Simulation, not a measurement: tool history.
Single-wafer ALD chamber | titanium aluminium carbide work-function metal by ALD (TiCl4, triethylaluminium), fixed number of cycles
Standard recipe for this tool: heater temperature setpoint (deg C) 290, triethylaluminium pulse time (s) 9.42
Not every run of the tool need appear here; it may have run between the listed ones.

run,hour,heater temperature setpoint (deg C),triethylaluminium pulse time (s),wafers since the last listed run,hours since the last thermocouple change,hours since the last triethylaluminium bottle change,hours since the showerhead was replaced,hours since the gauge calibration,"read-back reference wafer on the same gauge, thickness_nm",mean film thickness on the monitor wafer (nm)
1,0,290,9.42,0,1725.7,56.2,4039.7,317.9,1.659,1.916
2,44.8,290,6.98,541,1770.5,101,4084.5,362.7,1.66,1.8
3,112.8,290,8.45,821,1838.5,169,4152.5,430.7,1.658,1.867
4,158.9,278,9.42,557,1884.6,215.1,4198.6,476.8,1.66,1.782
5,266,290,9.42,1294,1991.7,322.2,4305.7,583.9,1.661,1.879
6,335.8,290,8.11,843,2061.5,392,4375.5,653.7,1.659,1.849
# hour 371.2: gauge calibrated
7,398,290,8.11,751,2123.7,454.2,4437.7,26.8,1.66,1.831
8,462.7,290,9.42,781,2188.4,518.9,4502.4,91.5,1.661,1.874
9,551.7,279,6.81,1075,2277.4,607.9,4591.4,180.5,1.661,1.625
# hour 583.2: showerhead replaced
# hour 590.4: thermocouple changed; heater temperature recalibrated
# hour 633.7: triethylaluminium bottle replaced
10,647.6,279,11.5,878,57.2,13.9,64.4,276.4,1.659,1.845
11,692.5,280,7.06,542,102.1,58.8,109.3,321.3,1.661,1.721
12,751.3,290,9.42,710,160.9,117.6,168.1,380.1,1.66,1.896
13,808.2,277,9.42,687,217.8,174.5,225,437,1.66,1.771
14,914.5,301,10.98,1284,324.1,280.8,331.3,543.3,1.66,2.033

List, for all runs, the conditions of the tool that the log does not record:
wafer temperature above the value expected at the setpoint (K): 0 on each run
gauge reads high (%): 0 on each run
H1: triethylaluminium dose above that of a fresh bottle (%)
run,H1
1,-2.47
2,-3.66
3,-5.46
4,-6.69
5,-9.54
6,-11.4
7,-13
8,-14.8
9,-17.1
10,-2.77
11,-3.97
12,-5.53
13,-7.04
14,-9.87
